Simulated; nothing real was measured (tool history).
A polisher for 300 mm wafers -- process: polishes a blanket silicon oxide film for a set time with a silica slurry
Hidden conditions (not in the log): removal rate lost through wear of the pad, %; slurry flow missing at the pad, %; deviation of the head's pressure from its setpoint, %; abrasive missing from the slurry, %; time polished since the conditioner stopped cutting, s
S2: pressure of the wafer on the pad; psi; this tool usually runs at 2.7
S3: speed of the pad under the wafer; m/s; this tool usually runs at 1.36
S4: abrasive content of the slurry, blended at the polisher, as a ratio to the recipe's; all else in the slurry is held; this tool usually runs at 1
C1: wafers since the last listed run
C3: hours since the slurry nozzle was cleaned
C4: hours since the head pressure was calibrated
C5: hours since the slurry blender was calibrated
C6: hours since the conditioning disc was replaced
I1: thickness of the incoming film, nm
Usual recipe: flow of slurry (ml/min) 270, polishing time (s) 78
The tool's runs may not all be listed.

run 1 hour=0 | flow_of_slurry_(ml/min)=270 S2=2.7 S3=0.98 S4=1 polishing_time_(s)=78 | C1=0 wafers_polished_on_this_pad=616 C3=732.9 C4=1023.1 C5=103.3 C6=306.9 | I1=1069.7 | film_removed_(angstrom)=1684
run 2 hour=7.1 | flow_of_slurry_(ml/min)=270 S2=2.7 S3=1.36 S4=1 polishing_time_(s)=78 | C1=75 wafers_polished_on_this_pad=691 C3=740 C4=1030.2 C5=110.4 C6=314 | I1=1071 | film_removed_(angstrom)=2176
run 3 hour=19.3 | flow_of_slurry_(ml/min)=270 S2=2.7 S3=1.36 S4=1 polishing_time_(s)=78 | C1=129 wafers_polished_on_this_pad=821 C3=752.2 C4=1042.4 C5=122.6 C6=326.2 | I1=1092 | film_removed_(angstrom)=2141
run 4 hour=28.9 | flow_of_slurry_(ml/min)=270 S2=2.7 S3=1.36 S4=1 polishing_time_(s)=78 | C1=101 wafers_polished_on_this_pad=923 C3=761.8 C4=1052 C5=132.2 C6=335.8 | I1=1070 | film_removed_(angstrom)=2156
run 5 hour=41 | flow_of_slurry_(ml/min)=270 S2=2.7 S3=1.36 S4=1 polishing_time_(s)=78 | C1=128 wafers_polished_on_this_pad=1051 C3=773.9 C4=1064.1 C5=144.3 C6=347.9 | I1=1078.5 | film_removed_(angstrom)=2172
run 6 hour=47.1 | flow_of_slurry_(ml/min)=270 S2=2.7 S3=1.36 S4=1 polishing_time_(s)=78 | C1=64 wafers_polished_on_this_pad=1116 C3=780 C4=1070.2 C5=150.4 C6=354 | I1=1062 | film_removed_(angstrom)=2143
-- hour=56.8 worn pad replaced by a new one
run 7 hour=57.3 | flow_of_slurry_(ml/min)=270 S2=2.7 S3=1.36 S4=1 polishing_time_(s)=78 | C1=65 wafers_polished_on_this_pad=5 C3=790.2 C4=1080.4 C5=160.6 C6=364.2 | I1=1055.9 | film_removed_(angstrom)=2133
run 8 hour=62.5 | flow_of_slurry_(ml/min)=270 S2=2.7 S3=1.36 S4=1 polishing_time_(s)=78 | C1=55 wafers_polished_on_this_pad=61 C3=795.4 C4=1085.6 C5=165.8 C6=369.4 | I1=1074.1 | film_removed_(angstrom)=2120
-- hour=80.1 head pressure recalibrated
run 9 hour=80.6 | flow_of_slurry_(ml/min)=270 S2=2.5 S3=1.36 S4=1 polishing_time_(s)=78 | C1=171 wafers_polished_on_this_pad=232 C3=813.5 C4=0.5 C5=183.9 C6=387.5 | I1=1073.1 | film_removed_(angstrom)=2001
-- hour=95 slurry nozzle cleaned
run 10 hour=95.9 | flow_of_slurry_(ml/min)=270 S2=2.7 S3=1.66 S4=1 polishing_time_(s)=78 | C1=151 wafers_polished_on_this_pad=384 C3=0.9 C4=15.8 C5=199.2 C6=402.8 | I1=1085.4 | film_removed_(angstrom)=2439
run 11 hour=112.4 | flow_of_slurry_(ml/min)=270 S2=3.2 S3=1.58 S4=0.75 polishing_time_(s)=101 | C1=175 wafers_polished_on_this_pad=559 C3=17.4 C4=32.3 C5=215.7 C6=419.3 | I1=1087.9 | film_removed_(angstrom)=3150
-- hour=114.6 slurry blender recalibrated
run 12 hour=125.4 | flow_of_slurry_(ml/min)=270 S2=1.9 S3=1.36 S4=1.2 polishing_time_(s)=97 | C1=116 wafers_polished_on_this_pad=676 C3=30.4 C4=45.3 C5=10.8 C6=432.3 | I1=1057.3 | film_removed_(angstrom)=2019
run 13 hour=134.1 | flow_of_slurry_(ml/min)=270 S2=2.7 S3=1.36 S4=1 polishing_time_(s)=78 | C1=92 wafers_polished_on_this_pad=768 C3=39.1 C4=54 C5=19.5 C6=441 | I1=1075.1 | film_removed_(angstrom)=2111
-- hour=138.4 conditioning disc replaced and pad reconditioned
run 14 hour=150.9 | flow_of_slurry_(ml/min)=335 S2=3.6 S3=1 S4=1 polishing_time_(s)=99 | C1=157 wafers_polished_on_this_pad=925 C3=55.9 C4=70.8 C5=36.3 C6=12.5 | I1=1060.7 | film_removed_(angstrom)=3050
run 15 hour=161.3 | flow_of_slurry_(ml/min)=270 S2=2.7 S3=1.36 S4=1 polishing_time_(s)=78 | C1=110 wafers_polished_on_this_pad=1036 C3=66.3 C4=81.2 C5=46.7 C6=22.9 | I1=1051.9 | film_removed_(angstrom)=2221
run 16 hour=167.9 | flow_of_slurry_(ml/min)=270 S2=3.5 S3=1.36 S4=0.8 polishing_time_(s)=78 | C1=70 wafers_polished_on_this_pad=1106 C3=72.9 C4=87.8 C5=53.3 C6=29.5 | I1=1061.8 | film_removed_(angstrom)=2584
run 17 hour=178.8 | flow_of_slurry_(ml/min)=270 S2=2.7 S3=1.36 S4=1 polishing_time_(s)=78 | C1=115 wafers_polished_on_this_pad=1222 C3=83.8 C4=98.7 C5=64.2 C6=40.4 | I1=1061.9 | film_removed_(angstrom)=2247
-- hour=193.6 worn pad replaced by a new one
run 18 hour=194.1 | flow_of_slurry_(ml/min)=270 S2=2.7 S3=1.08 S4=1.1 polishing_time_(s)=78 | C1=120 wafers_polished_on_this_pad=4 C3=99.1 C4=114 C5=79.5 C6=55.7 | I1=1073.4 | film_removed_(angstrom)=1932
run 19 hour=205 | flow_of_slurry_(ml/min)=270 S2=3.1 S3=1.36 S4=0.9 polishing_time_(s)=78 | C1=115 wafers_polished_on_this_pad=120 C3=110 C4=124.9 C5=90.4 C6=66.6 | I1=1067.3 | film_removed_(angstrom)=2429
run 20 hour=222 | flow_of_slurry_(ml/min)=270 S2=1.9 S3=1.36 S4=1 polishing_time_(s)=78 | C1=180 wafers_polished_on_this_pad=301 C3=127 C4=141.9 C5=107.4 C6=83.6 | I1=1073.2 | film_removed_(angstrom)=1558
run 21 hour=228.6 | flow_of_slurry_(ml/min)=340 S2=3.4 S3=1.36 S4=1 polishing_time_(s)=78 | C1=70 wafers_polished_on_this_pad=371 C3=133.6 C4=148.5 C5=114 C6=90.2 | I1=1048.6 | film_removed_(angstrom)=2831
run 22 hour=245.9 | flow_of_slurry_(ml/min)=270 S2=2.7 S3=1.5 S4=1 polishing_time_(s)=65 | C1=183 wafers_polished_on_this_pad=555 C3=150.9 C4=165.8 C5=131.3 C6=107.5 | I1=1071.7 | film_removed_(angstrom)=1993
run 23 hour=260.3 | flow_of_slurry_(ml/min)=270 S2=2.7 S3=1.36 S4=1 polishing_time_(s)=78 | C1=152 wafers_polished_on_this_pad=708 C3=165.3 C4=180.2 C5=145.7 C6=121.9 | I1=1074.1 | film_removed_(angstrom)=2198
run 24 hour=269.1 | flow_of_slurry_(ml/min)=270 S2=3.5 S3=1.36 S4=0.8 polishing_time_(s)=88 | C1=93 wafers_polished_on_this_pad=801 C3=174.1 C4=189 C5=154.5 C6=130.7 | I1=1062.8 | film_removed_(angstrom)=2931
run 25 hour=285.9 | flow_of_slurry_(ml/min)=270 S2=2.7 S3=1.36 S4=1 polishing_time_(s)=78 | C1=178 wafers_polished_on_this_pad=980 C3=190.9 C4=205.8 C5=171.3 C6=147.5 | I1=1075.3 | film_removed_(angstrom)=2168
run 26 hour=296.1 | flow_of_slurry_(ml/min)=225 S2=2.7 S3=1.66 S4=0.85 polishing_time_(s)=101 | C1=108 wafers_polished_on_this_pad=1088 C3=201.1 C4=216 C5=181.5 C6=157.7 | I1=1086 | film_removed_(angstrom)=3068
-- hour=300.3 slurry blender recalibrated
run 27 hour=304.7 | flow_of_slurry_(ml/min)=245 S2=2.4 S3=1.36 S4=0.85 polishing_time_(s)=78 | C1=70 wafers_polished_on_this_pad=1158 C3=209.7 C4=224.6 C5=4.4 C6=166.3 | I1=1064.5 | film_removed_(angstrom)=1829

Hidden state at the last listed run before each entry between runs and at the first one after, where it differs:
Logged between run 6 and run 7: worn pad replaced by a new one (hour 56.8)
  time polished since the conditioner stopped cutting, s: 62.1 -> 65.3
  measured minus no-state result, film removed (angstrom): -93 -> -97
Logged between run 8 and run 9: head pressure recalibrated (hour 80.1)
  time polished since the conditioner stopped cutting, s: 67 -> 73
  measured minus no-state result, film removed (angstrom): -99 -> -95
Logged between run 9 and run 10: slurry nozzle cleaned (hour 95)
  time polished since the conditioner stopped cutting, s: 73 -> 78.4
  measured minus no-state result, film removed (angstrom): -95 -> -159
Logged between run 11 and run 12: slurry blender recalibrated (hour 114.6)
  time polished since the conditioner stopped cutting, s: 84.3 -> 89.2
  measured minus no-state result, film removed (angstrom): -246 -> -91
Logged between run 13 and run 14: conditioning disc replaced and pad reconditioned (hour 138.4)
  time polished since the conditioner stopped cutting, s: 92.6 -> 6.4
  measured minus no-state result, film removed (angstrom): -135 -> -14
Logged between run 17 and run 18: worn pad replaced by a new one (hour 193.6)
  time polished since the conditioner stopped cutting, s: 7.05 -> 7.7
  measured minus no-state result, film removed (angstrom): -12 -> -9
Logged between run 26 and run 27: slurry blender recalibrated (hour 300.3)
  time polished since the conditioner stopped cutting, s: 17.3 -> 18.5
  measured minus no-state result, film removed (angstrom): -46 -> -21

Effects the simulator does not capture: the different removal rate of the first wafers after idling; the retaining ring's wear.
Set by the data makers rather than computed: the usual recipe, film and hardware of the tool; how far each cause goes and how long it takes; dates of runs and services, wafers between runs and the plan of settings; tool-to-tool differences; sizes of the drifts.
